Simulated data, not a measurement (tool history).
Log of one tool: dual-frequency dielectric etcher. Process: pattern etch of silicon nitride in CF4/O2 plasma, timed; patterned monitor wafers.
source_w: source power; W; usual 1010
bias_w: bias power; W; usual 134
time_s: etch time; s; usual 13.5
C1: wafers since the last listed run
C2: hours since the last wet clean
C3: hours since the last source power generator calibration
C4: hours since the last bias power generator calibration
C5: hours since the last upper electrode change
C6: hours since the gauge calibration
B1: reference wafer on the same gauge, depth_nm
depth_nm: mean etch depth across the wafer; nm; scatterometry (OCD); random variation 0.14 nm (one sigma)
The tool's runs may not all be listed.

{"run": 1, "hour": 0.0, "source_w": 1010, "bias_w": 134, "time_s": 13.5, "C1": 0, "C2": 242.9, "C3": 3249, "C4": 3470.3, "C5": 2040, "C6": 362.5, "B1": 39.29, "depth_nm": 43.4}
{"run": 2, "hour": 37.0, "source_w": 1010, "bias_w": 134, "time_s": 13.5, "C1": 342, "C2": 279.9, "C3": 3286, "C4": 3507.3, "C5": 2077, "C6": 399.5, "B1": 39.24, "depth_nm": 43.41}
{"run": 3, "hour": 86.3, "source_w": 1010, "bias_w": 134, "time_s": 13.5, "C1": 456, "C2": 329.2, "C3": 3335.3, "C4": 3556.6, "C5": 2126.3, "C6": 448.8, "B1": 39.36, "depth_nm": 43}
{"run": 4, "hour": 111.7, "source_w": 1010, "bias_w": 134, "time_s": 13.5, "C1": 235, "C2": 354.6, "C3": 3360.7, "C4": 3582, "C5": 2151.7, "C6": 474.2, "B1": 39.26, "depth_nm": 43.25}
{"run": 5, "hour": 155.3, "source_w": 1010, "bias_w": 134, "time_s": 13.5, "C1": 403, "C2": 398.2, "C3": 3404.3, "C4": 3625.6, "C5": 2195.3, "C6": 517.8, "B1": 39.26, "depth_nm": 43}
{"run": 6, "hour": 182.4, "source_w": 1010, "bias_w": 134, "time_s": 13.5, "C1": 250, "C2": 425.3, "C3": 3431.4, "C4": 3652.7, "C5": 2222.4, "C6": 544.9, "B1": 39.32, "depth_nm": 43.09}
{"run": 7, "hour": 215.6, "source_w": 1010, "bias_w": 134, "time_s": 15, "C1": 307, "C2": 458.5, "C3": 3464.6, "C4": 3685.9, "C5": 2255.6, "C6": 578.1, "B1": 39.32, "depth_nm": 47.75}
{"run": 8, "hour": 253.4, "source_w": 1010, "bias_w": 134, "time_s": 13.5, "C1": 349, "C2": 496.3, "C3": 3502.4, "C4": 3723.7, "C5": 2293.4, "C6": 615.9, "B1": 39.34, "depth_nm": 42.98}
{"hour": 307.5, "done": "source power generator calibrated"}
{"run": 9, "hour": 321.6, "source_w": 1010, "bias_w": 134, "time_s": 13.5, "C1": 594, "C2": 564.5, "C3": 14.1, "C4": 3791.9, "C5": 2361.6, "C6": 684.1, "B1": 39.28, "depth_nm": 43.08}
{"run": 10, "hour": 351.5, "source_w": 1010, "bias_w": 134, "time_s": 12.5, "C1": 276, "C2": 594.4, "C3": 44, "C4": 3821.8, "C5": 2391.5, "C6": 714, "B1": 39.26, "depth_nm": 39.6}
{"hour": 407.2, "done": "wet clean of the chamber"}
{"run": 11, "hour": 407.7, "source_w": 1010, "bias_w": 134, "time_s": 12.5, "C1": 298, "C2": 0.5, "C3": 100.2, "C4": 3878, "C5": 2447.7, "C6": 770.2, "B1": 39.35, "depth_nm": 40.67}
{"run": 12, "hour": 451.3, "source_w": 1010, "bias_w": 134, "time_s": 12.5, "C1": 403, "C2": 44.1, "C3": 143.8, "C4": 3921.6, "C5": 2491.3, "C6": 813.8, "B1": 39.29, "depth_nm": 40.69}
{"run": 13, "hour": 515.8, "source_w": 1010, "bias_w": 134, "time_s": 13.5, "C1": 596, "C2": 108.6, "C3": 208.3, "C4": 3986.1, "C5": 2555.8, "C6": 878.3, "B1": 39.3, "depth_nm": 43.73}
{"hour": 550.4, "done": "bias power generator calibrated"}
{"run": 14, "hour": 563.8, "source_w": 1200, "bias_w": 134, "time_s": 10.5, "C1": 407, "C2": 156.6, "C3": 256.3, "C4": 13.4, "C5": 2603.8, "C6": 926.3, "B1": 39.3, "depth_nm": 37.35}
{"run": 15, "hour": 593.1, "source_w": 1010, "bias_w": 134, "time_s": 13.5, "C1": 271, "C2": 185.9, "C3": 285.6, "C4": 42.7, "C5": 2633.1, "C6": 955.6, "B1": 39.27, "depth_nm": 43.53}
{"hour": 625.0, "done": "upper electrode replaced"}
{"run": 16, "hour": 662.4, "source_w": 1010, "bias_w": 134, "time_s": 13.5, "C1": 419, "C2": 255.2, "C3": 354.9, "C4": 112, "C5": 37.4, "C6": 1024.9, "B1": 39.33, "depth_nm": 43.33}
{"run": 17, "hour": 708.3, "source_w": 1130, "bias_w": 134, "time_s": 13.5, "C1": 424, "C2": 301.1, "C3": 400.8, "C4": 157.9, "C5": 83.3, "C6": 1070.8, "B1": 39.25, "depth_nm": 46.24}
{"run": 18, "hour": 732.8, "source_w": 910, "bias_w": 104, "time_s": 13.5, "C1": 226, "C2": 325.6, "C3": 425.3, "C4": 182.4, "C5": 107.8, "C6": 1095.3, "B1": 39.33, "depth_nm": 37.84}
{"run": 19, "hour": 797.5, "source_w": 1260, "bias_w": 146, "time_s": 11.5, "C1": 598, "C2": 390.3, "C3": 490, "C4": 247.1, "C5": 172.5, "C6": 1160, "B1": 39.3, "depth_nm": 42.92}
{"run": 20, "hour": 851.1, "source_w": 1010, "bias_w": 134, "time_s": 13.5, "C1": 496, "C2": 443.9, "C3": 543.6, "C4": 300.7, "C5": 226.1, "C6": 1213.6, "B1": 39.25, "depth_nm": 43.02}
{"hour": 863.5, "done": "gauge calibrated"}
{"hour": 896.6, "done": "wet clean of the chamber"}
{"run": 21, "hour": 911.5, "source_w": 770, "bias_w": 134, "time_s": 10.5, "C1": 336, "C2": 14.9, "C3": 604, "C4": 361.1, "C5": 286.5, "C6": 48, "B1": 39.31, "depth_nm": 29.55}
{"run": 22, "hour": 955.7, "source_w": 1120, "bias_w": 103, "time_s": 15, "C1": 409, "C2": 59.1, "C3": 648.2, "C4": 405.3, "C5": 330.7, "C6": 92.2, "B1": 39.32, "depth_nm": 47.2}
{"run": 23, "hour": 988.0, "source_w": 1010, "bias_w": 134, "time_s": 13.5, "C1": 298, "C2": 91.4, "C3": 680.5, "C4": 437.6, "C5": 363, "C6": 124.5, "B1": 39.25, "depth_nm": 43.88}
{"run": 24, "hour": 1026.6, "source_w": 1010, "bias_w": 134, "time_s": 16.5, "C1": 357, "C2": 130, "C3": 719.1, "C4": 476.2, "C5": 401.6, "C6": 163.1, "B1": 39.32, "depth_nm": 53.14}
{"run": 25, "hour": 1089.8, "source_w": 1220, "bias_w": 149, "time_s": 16.5, "C1": 584, "C2": 193.2, "C3": 782.3, "C4": 539.4, "C5": 464.8, "C6": 226.3, "B1": 39.3, "depth_nm": 61.16}
{"run": 26, "hour": 1150.6, "source_w": 1170, "bias_w": 116, "time_s": 13.5, "C1": 562, "C2": 254, "C3": 843.1, "C4": 600.2, "C5": 525.6, "C6": 287.1, "B1": 39.32, "depth_nm": 45.05}
{"run": 27, "hour": 1220.1, "source_w": 1010, "bias_w": 110, "time_s": 9.5, "C1": 643, "C2": 323.5, "C3": 912.6, "C4": 669.7, "C5": 595.1, "C6": 356.6, "B1": 39.34, "depth_nm": 28.62}
{"run": 28, "hour": 1267.2, "source_w": 1010, "bias_w": 100, "time_s": 11.5, "C1": 435, "C2": 370.6, "C3": 959.7, "C4": 716.8, "C5": 642.2, "C6": 403.7, "B1": 39.34, "depth_nm": 33.47}
{"run": 29, "hour": 1316.0, "source_w": 900, "bias_w": 109, "time_s": 16.5, "C1": 451, "C2": 419.4, "C3": 1008.5, "C4": 765.6, "C5": 691, "C6": 452.5, "B1": 39.32, "depth_nm": 46.13}

Hidden state or all else? Some run-to-run changes of depth_nm, split into what the settings, what came in and random variation would give without the hidden state, and what is left for the hidden state (with any gauge scatter that isn't in both results):
The hidden state here: etch rate over this chamber's usual, %; source power that arrives over what is set, %; bias power that arrives over what is set, %; gauge reads high (%).
Run 10 -> 11: wet clean of the chamber. depth_nm +1.07 nm: hidden state +0.92, all else +0.15.
Run 20 -> 21: source_w 1010 -> 770, time_s 13.5 -> 10.5, gauge calibrated, wet clean of the chamber. depth_nm -13.47 nm: hidden state +0.65, all else -14.12.
Run 21 -> 22: source_w 770 -> 1120, bias_w 134 -> 103, time_s 10.5 -> 15. depth_nm +17.65 nm: hidden state -0.06, all else +17.71.
Run 26 -> 27: source_w 1170 -> 1010, bias_w 116 -> 110, time_s 13.5 -> 9.5. depth_nm -16.43 nm: hidden state +0.05, all else -16.48.

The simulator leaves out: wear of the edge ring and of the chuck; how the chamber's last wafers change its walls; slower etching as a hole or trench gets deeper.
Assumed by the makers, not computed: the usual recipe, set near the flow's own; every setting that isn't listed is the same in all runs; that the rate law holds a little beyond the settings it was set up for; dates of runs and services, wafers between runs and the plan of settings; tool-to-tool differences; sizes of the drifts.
